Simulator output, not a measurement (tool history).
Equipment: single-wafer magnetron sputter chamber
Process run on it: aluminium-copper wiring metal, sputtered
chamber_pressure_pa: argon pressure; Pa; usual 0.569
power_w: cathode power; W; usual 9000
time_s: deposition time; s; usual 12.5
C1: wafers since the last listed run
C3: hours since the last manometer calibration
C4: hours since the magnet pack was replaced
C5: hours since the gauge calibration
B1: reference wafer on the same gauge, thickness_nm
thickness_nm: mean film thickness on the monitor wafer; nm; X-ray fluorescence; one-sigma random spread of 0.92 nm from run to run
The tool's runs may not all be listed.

Run 1, day 0: usual settings; C1 0; wafers on the sputter target 5480; C3 1135.3; C4 6038.2; C5 95.8; B1 221.008. Result: thickness_nm 191.749 nm.
Run 2, day 0.592: usual settings; C1 434; wafers on the sputter target 5915; C3 1149.5; C4 6052.4; C5 110; B1 221.097. Result: thickness_nm 190.635 nm.
Run 3, day 1.062: usual settings; C1 346; wafers on the sputter target 6261; C3 1160.8; C4 6063.7; C5 121.3; B1 221.132. Result: thickness_nm 191.479 nm.
Run 4, day 1.321: usual settings; C1 189; wafers on the sputter target 6451; C3 1167; C4 6069.9; C5 127.5; B1 221.017. Result: thickness_nm 190.131 nm.
Run 5, day 1.912: usual settings; C1 434; wafers on the sputter target 6885; C3 1181.2; C4 6084.1; C5 141.7; B1 220.961. Result: thickness_nm 191.926 nm.
Run 6, day 2.325: usual settings; C1 303; wafers on the sputter target 7189; C3 1191.1; C4 6094; C5 151.6; B1 221.159. Result: thickness_nm 190.385 nm.
Run 7, day 2.717: usual settings but power_w 10200 W; C1 287; wafers on the sputter target 7476; C3 1200.5; C4 6103.4; C5 161; B1 220.877. Result: thickness_nm 211.129 nm.
Run 8, day 3.121: usual settings but power_w 10200 W; C1 297; wafers on the sputter target 7774; C3 1210.2; C4 6113.1; C5 170.7; B1 221.213. Result: thickness_nm 210.373 nm.
Run 9, day 3.654: usual settings but power_w 10750 W; C1 391; wafers on the sputter target 8166; C3 1223; C4 6125.9; C5 183.5; B1 221.005. Result: thickness_nm 218.531 nm.
At day 4.6: sputter target and shields replaced.
Run 10, day 4.796: usual settings but power_w 10750 W; C1 594; wafers on the sputter target 145; C3 1250.4; C4 6153.3; C5 210.9; B1 220.794. Result: thickness_nm 222.315 nm.
At day 4.992: gauge calibrated.
Run 11, day 5.054: usual settings but chamber_pressure_pa 0.39 Pa; C1 189; wafers on the sputter target 335; C3 1256.6; C4 6159.5; C5 1.5; B1 221.049. Result: thickness_nm 209.757 nm.
Run 12, day 5.588: usual settings but chamber_pressure_pa 0.39 Pa; C1 391; wafers on the sputter target 727; C3 1269.4; C4 6172.3; C5 14.3; B1 221.174. Result: thickness_nm 210.715 nm.
At day 6.2: capacitance manometer re-zeroed and calibrated.
Run 13, day 6.221: usual settings but time_s 14 s; C1 220; wafers on the sputter target 947; C3 0.5; C4 6187.5; C5 29.5; B1 220.798. Result: thickness_nm 217.231 nm.
Run 14, day 6.354: usual settings but chamber_pressure_pa 0.509 Pa, power_w 7350 W; C1 97; wafers on the sputter target 1045; C3 3.7; C4 6190.7; C5 32.7; B1 221.124. Result: thickness_nm 171.476 nm.
Run 15, day 7.075: usual settings but chamber_pressure_pa 0.792 Pa, power_w 7850 W, time_s 14.7 s; C1 529; wafers on the sputter target 1575; C3 21; C4 6208; C5 50; B1 221.05. Result: thickness_nm 186.501 nm.
Run 16, day 7.346: usual settings but power_w 10600 W; C1 199; wafers on the sputter target 1774; C3 27.5; C4 6214.5; C5 56.5; B1 220.872. Result: thickness_nm 220.512 nm.
Run 17, day 7.875: usual settings; C1 388; wafers on the sputter target 2163; C3 40.2; C4 6227.2; C5 69.2; B1 220.912. Result: thickness_nm 195.287 nm.
Run 18, day 8.229: usual settings but power_w 10850 W, time_s 11.8 s; C1 260; wafers on the sputter target 2423; C3 48.7; C4 6235.7; C5 77.7; B1 221.049. Result: thickness_nm 212.692 nm.
At day 8.983: magnet pack replaced.
Run 19, day 9.004: usual settings; C1 324; wafers on the sputter target 2748; C3 67.3; C4 0.5; C5 96.3; B1 220.822. Result: thickness_nm 191.967 nm.
Run 20, day 9.396: usual settings but chamber_pressure_pa 0.774 Pa, time_s 11.2 s; C1 287; wafers on the sputter target 3036; C3 76.7; C4 9.9; C5 105.7; B1 221.009. Result: thickness_nm 159.22 nm.
Run 21, day 10.117: usual settings but time_s 11.6 s; C1 529; wafers on the sputter target 3566; C3 94; C4 27.2; C5 123; B1 220.896. Result: thickness_nm 178.879 nm.
Run 22, day 10.692: usual settings but chamber_pressure_pa 0.633 Pa; C1 422; wafers on the sputter target 3988; C3 107.8; C4 41; C5 136.8; B1 221.158. Result: thickness_nm 185.884 nm.
Run 23, day 12.3: usual settings but time_s 14.4 s; C1 1182; wafers on the sputter target 5170; C3 146.4; C4 79.6; C5 175.4; B1 220.87. Result: thickness_nm 221.792 nm.
Run 24, day 12.679: usual settings but power_w 10550 W, time_s 11.7 s; C1 278; wafers on the sputter target 5449; C3 155.5; C4 88.7; C5 184.5; B1 221.045. Result: thickness_nm 202.973 nm.
Run 25, day 13.788: usual settings; C1 814; wafers on the sputter target 6264; C3 182.1; C4 115.3; C5 211.1; B1 220.813. Result: thickness_nm 190.773 nm.
At day 13.9: gauge calibrated.
Run 26, day 14.183: usual settings but power_w 8400 W; C1 290; wafers on the sputter target 6555; C3 191.6; C4 124.8; C5 6.8; B1 220.863. Result: thickness_nm 181.361 nm.
Run 27, day 14.683: usual settings but chamber_pressure_pa 0.483 Pa, power_w 7700 W, time_s 10.1 s; C1 367; wafers on the sputter target 6922; C3 203.6; C4 136.8; C5 18.8; B1 221.122. Result: thickness_nm 142.402 nm.

Here are 3 independent what-if runs from the current tool condition. What would each one return?
Run A, day 14.7: usual settings but power_w 9850 W; C1 12; wafers on the sputter target 6934; C3 204; C4 137.2; C5 19.2; B1 ?. Result: thickness_nm ?.
Run B, day 14.7: usual settings but chamber_pressure_pa 0.795 Pa, power_w 10700 W; C1 12; wafers on the sputter target 6934; C3 204; C4 137.2; C5 19.2; B1 ?. Result: thickness_nm ?.
Run C, day 14.7: usual settings but chamber_pressure_pa 0.449 Pa, power_w 9750 W; C1 12; wafers on the sputter target 6934; C3 204; C4 137.2; C5 19.2; B1 ?. Result: thickness_nm ?.

run       B1  thickness_nm
  A  220.831       206.559
  B  220.831       200.563
  C  220.831       215.984
With the hidden condition removed and each run's random variation left untouched, the same runs would have given:
run  thickness_nm
  A       209.494
  B       203.412
  C       219.052
